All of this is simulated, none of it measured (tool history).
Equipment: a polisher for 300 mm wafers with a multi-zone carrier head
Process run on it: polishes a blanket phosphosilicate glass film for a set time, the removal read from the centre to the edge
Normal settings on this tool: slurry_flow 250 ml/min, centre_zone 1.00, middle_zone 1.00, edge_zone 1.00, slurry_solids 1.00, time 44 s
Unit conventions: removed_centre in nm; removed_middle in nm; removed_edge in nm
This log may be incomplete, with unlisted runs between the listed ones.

| run | day | slurry_flow | centre_zone | middle_zone | edge_zone | slurry_solids | time | wafers since the last listed run | wafers polished on this pad | hours since the slurry nozzle was cleaned | hours since the centre zone pressure was calibrated | hours since the edge zone pressure was calibrated | hours since the carrier head's membrane was replaced | incoming thickness of the incoming film, nm | removed_centre | removed_middle | removed_edge |
|---|---|---|---|---|---|---|---|---|---|---|---|---|---|---|---|---|---|
| 1 | 0.000 | 250 | 1.00 | 1.00 | 1.00 | 1.00 | 44 | 0 | 893 | 358.0 | 1505.9 | 242.8 | 615.8 | 2783.1 | 397.1 | 389.9 | 397.1 |
|  | 0.617 | slurry nozzle cleaned |
| 2 | 1.058 | 250 | 1.04 | 1.00 | 1.00 | 1.00 | 44 | 369 | 1263 | 10.6 | 1531.3 | 268.2 | 641.2 | 2828.6 | 406.2 | 382.7 | 384.6 |
| 3 | 2.462 | 250 | 1.04 | 1.00 | 1.00 | 1.00 | 44 | 510 | 1773 | 44.3 | 1565.0 | 301.9 | 674.9 | 2809.7 | 406.0 | 382.4 | 382.6 |
| 4 | 3.067 | 250 | 1.00 | 1.00 | 1.00 | 1.00 | 44 | 219 | 1993 | 58.8 | 1579.5 | 316.4 | 689.4 | 2759.0 | 388.8 | 383.5 | 389.2 |
| 5 | 3.733 | 250 | 1.03 | 1.00 | 1.00 | 1.00 | 44 | 242 | 2235 | 74.8 | 1595.5 | 332.4 | 705.4 | 2833.0 | 394.6 | 381.7 | 395.7 |
|  | 3.988 | centre zone pressure recalibrated |
|  | 4.192 | edge zone pressure recalibrated |
| 6 | 4.433 | 250 | 1.00 | 1.00 | 1.00 | 1.00 | 44 | 193 | 2429 | 91.6 | 10.7 | 5.8 | 722.2 | 2805.6 | 387.2 | 379.7 | 385.2 |
| 7 | 5.000 | 250 | 1.00 | 1.00 | 0.96 | 1.00 | 44 | 206 | 2636 | 105.2 | 24.3 | 19.4 | 735.8 | 2815.8 | 388.1 | 381.0 | 384.5 |
|  | 5.212 | worn pad replaced by a new one |
| 8 | 5.608 | 315 | 1.00 | 0.90 | 0.97 | 1.00 | 55 | 160 | 143 | 119.8 | 38.9 | 34.0 | 750.4 | 2810.8 | 488.6 | 441.1 | 480.0 |
| 9 | 6.300 | 185 | 1.05 | 1.04 | 1.00 | 1.00 | 54 | 251 | 395 | 136.4 | 55.5 | 50.6 | 767.0 | 2797.1 | 471.6 | 465.6 | 451.7 |
|  | 6.354 | slurry nozzle cleaned, repeated, since the last time left the tool worse |
|  | 6.975 | carrier head's membrane replaced by a new one |
| 10 | 7.083 | 320 | 1.12 | 1.00 | 1.00 | 1.00 | 34 | 193 | 589 | 17.5 | 74.3 | 69.4 | 2.6 | 2851.7 | 363.8 | 315.5 | 317.4 |
| 11 | 8.362 | 250 | 1.00 | 1.08 | 1.00 | 1.00 | 44 | 465 | 1054 | 48.2 | 105.0 | 100.1 | 33.3 | 2829.0 | 405.1 | 427.4 | 415.5 |
| 12 | 9.621 | 250 | 1.00 | 1.00 | 1.11 | 0.85 | 44 | 457 | 1512 | 78.4 | 135.2 | 130.3 | 63.5 | 2807.6 | 384.1 | 378.3 | 398.5 |
| 13 | 10.588 | 250 | 1.00 | 1.11 | 1.00 | 1.00 | 44 | 351 | 1863 | 101.6 | 158.4 | 153.5 | 86.7 | 2786.6 | 403.7 | 432.5 | 404.7 |
| 14 | 11.188 | 165 | 0.92 | 1.00 | 1.00 | 1.00 | 44 | 218 | 2082 | 116.0 | 172.8 | 167.9 | 101.1 | 2808.4 | 361.7 | 382.5 | 390.1 |
|  | 11.925 | worn pad replaced by a new one |
| 15 | 12.179 | 180 | 1.05 | 1.00 | 1.00 | 1.00 | 44 | 300 | 91 | 139.8 | 196.6 | 191.7 | 124.9 | 2795.9 | 410.5 | 383.8 | 403.8 |
| 16 | 13.142 | 250 | 1.00 | 1.00 | 1.00 | 1.00 | 44 | 350 | 441 | 162.9 | 219.7 | 214.8 | 148.0 | 2786.0 | 405.3 | 398.8 | 401.3 |
| 17 | 14.500 | 250 | 1.00 | 1.00 | 1.04 | 0.80 | 44 | 494 | 935 | 195.5 | 252.3 | 247.4 | 180.6 | 2793.7 | 366.2 | 365.3 | 366.4 |
| 18 | 15.096 | 250 | 1.00 | 1.04 | 1.00 | 0.90 | 44 | 216 | 1152 | 209.8 | 266.6 | 261.7 | 194.9 | 2825.3 | 388.0 | 392.9 | 387.2 |
| 19 | 16.483 | 250 | 1.00 | 1.00 | 1.00 | 1.00 | 44 | 504 | 1657 | 243.1 | 299.9 | 295.0 | 228.2 | 2848.0 | 402.7 | 398.0 | 409.3 |
| 20 | 17.067 | 170 | 1.00 | 1.00 | 1.00 | 0.90 | 44 | 212 | 1869 | 257.1 | 313.9 | 309.0 | 242.2 | 2856.4 | 375.2 | 365.9 | 383.1 |
| 21 | 18.454 | 250 | 1.00 | 0.95 | 1.00 | 0.85 | 44 | 504 | 2374 | 290.4 | 347.2 | 342.3 | 275.5 | 2757.0 | 376.0 | 354.0 | 370.2 |
|  | 19.038 | worn pad replaced by a new one |
| 22 | 19.504 | 250 | 1.00 | 1.00 | 1.00 | 1.00 | 44 | 321 | 169 | 315.6 | 372.4 | 367.5 | 300.7 | 2804.3 | 397.0 | 397.6 | 404.5 |

Some steps in removed_centre between neighbouring runs. How much of each would the tool show without its hidden state too (settings, what came in, random variation), and how much is left for the hidden state, with any gauge scatter that isn't in both results?
Hidden state present: removal rate lost through wear of the pad, %; slurry flow missing at the pad, %; deviation of the centre zone's pressure from its setpoint, %; deviation of the edge zone's pressure from its setpoint, %.
Run 7 -> 8: slurry_flow 250 -> 315, middle_zone 1.00 -> 0.90, edge_zone 0.96 -> 0.97, time 44 -> 55, worn pad replaced by a new one. removed_centre +100.5 nm: hidden state -2.6, all else +103.1.
Run 8 -> 9: slurry_flow 315 -> 185, centre_zone 1.00 -> 1.05, middle_zone 0.90 -> 1.04, edge_zone 0.97 -> 1.00, time 55 -> 54. removed_centre -17.0 nm: hidden state -10.6, all else -6.4.
Run 9 -> 10: slurry_flow 185 -> 320, centre_zone 1.05 -> 1.12, middle_zone 1.04 -> 1.00, time 54 -> 34, slurry nozzle cleaned, repeated, since the last time left the tool worse, carrier head's membrane replaced by a new one. removed_centre -107.8 nm: hidden state +36.5, all else -144.3.
